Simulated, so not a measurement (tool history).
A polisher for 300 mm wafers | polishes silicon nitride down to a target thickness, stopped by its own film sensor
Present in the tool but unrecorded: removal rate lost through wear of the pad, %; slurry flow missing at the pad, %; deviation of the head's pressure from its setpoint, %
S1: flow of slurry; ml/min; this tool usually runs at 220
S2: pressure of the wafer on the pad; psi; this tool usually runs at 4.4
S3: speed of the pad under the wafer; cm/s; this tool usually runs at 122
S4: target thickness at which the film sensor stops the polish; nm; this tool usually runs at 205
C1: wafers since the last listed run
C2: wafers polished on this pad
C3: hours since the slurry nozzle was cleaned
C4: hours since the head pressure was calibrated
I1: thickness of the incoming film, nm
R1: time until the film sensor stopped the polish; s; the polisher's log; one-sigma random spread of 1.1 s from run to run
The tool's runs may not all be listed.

run,hour,S1,S2,S3,S4,C1,C2,C3,C4,I1,R1
1,0,220,4.4,122,205,0,341,320.9,290.8,491.7,109.8
2,29.6,220,4.4,122,205,298,639,350.5,320.4,489.7,110
3,43.6,220,4.4,122,205,140,780,364.5,334.4,485.5,107.4
4,57.3,220,4.4,122,205,137,918,378.2,348.1,490,109.9
# hour 129.6: worn pad replaced by a new one
5,152.1,220,4.4,122,205,914,226,473,442.9,491.7,110.4
6,216,220,4.4,122,205,643,870,536.9,506.8,497.4,111.9
7,249.1,220,4.4,122,205,333,1203,570,539.9,486.1,106.8
8,270.6,220,4.4,122,205,216,1420,591.5,561.4,493.3,110.4
# hour 277.6: worn pad replaced by a new one
9,292.5,220,4.4,122,205,180,150,613.4,583.3,484.3,104.7
10,316.8,220,4.4,122,205,244,394,637.7,607.6,490,107.5
11,342.2,220,4.4,122,205,255,650,663.1,633,483.5,104
12,357.3,220,4.4,122,205,152,802,678.2,648.1,487.6,105.1
13,386,220,4.4,122,205,289,1091,706.9,676.8,488.1,106.2
14,410.2,220,4.4,122,205,243,1335,731.1,701,483.6,105.5
# hour 413: slurry nozzle cleaned
15,431.3,220,4.4,122,205,202,1537,18.3,722.1,492.4,100.9
# hour 449.7: worn pad replaced by a new one
16,464.9,220,4.4,122,205,298,152,51.9,755.7,488.2,99.9
17,483.1,220,4.4,122,157,183,336,70.1,773.9,492.4,116.9
18,501.5,285,4.4,122,237,185,521,88.5,792.3,487.3,86.8
19,534.1,220,4.4,122,205,328,849,121.1,824.9,485,98.2
20,553,180,4.4,134,205,190,1039,140,843.8,497.3,99.6
21,585.3,220,4.4,146,205,325,1365,172.3,876.1,482.5,85.7
22,606.2,160,4,98,162,210,1575,193.2,897,499.3,165
# hour 620.6: head pressure recalibrated
23,622.9,220,4.9,86,205,148,1723,209.9,2.3,488.1,131.5
# hour 634.5: worn pad replaced by a new one
24,643.3,220,4.4,122,113,165,88,230.3,22.7,486.6,148.2
25,678.8,220,5.2,136,205,357,445,265.8,58.2,486.5,86.6
26,693.9,220,4.4,122,205,152,598,280.9,73.3,483.9,110.5
27,711.3,220,4.4,122,205,175,773,298.3,90.7,484.4,111.2
28,746.8,220,4.4,122,205,357,1130,333.8,126.2,485.3,112.8
29,774.7,190,3.8,122,205,280,1411,361.7,154.1,484.1,130.9
# hour 779.2: worn pad replaced by a new one
30,791.1,220,4.4,122,205,124,119,378.1,170.5,488.1,112.3
31,817.2,165,4.4,122,205,262,382,404.2,196.6,496.7,123.9

4 ways to go on from here, each from the tool as it stands after run 31. What would each give?
A,817.7,220,4.4,122,205,5,387,404.7,197.1,497.8,?
B,817.7,220,4.4,148,134,5,387,404.7,197.1,497.8,?
C,817.7,220,5.1,122,205,5,387,404.7,197.1,497.8,?
D,817.7,220,4.4,122,266,5,387,404.7,197.1,497.8,?

run,R1
A,114.5
B,121.9
C,98.8
D,90.7
The same runs, with their run-to-run variation unchanged, on a tool lacking any hidden condition would have given:
run,R1
A,109.9
B,117
C,94.8
D,87

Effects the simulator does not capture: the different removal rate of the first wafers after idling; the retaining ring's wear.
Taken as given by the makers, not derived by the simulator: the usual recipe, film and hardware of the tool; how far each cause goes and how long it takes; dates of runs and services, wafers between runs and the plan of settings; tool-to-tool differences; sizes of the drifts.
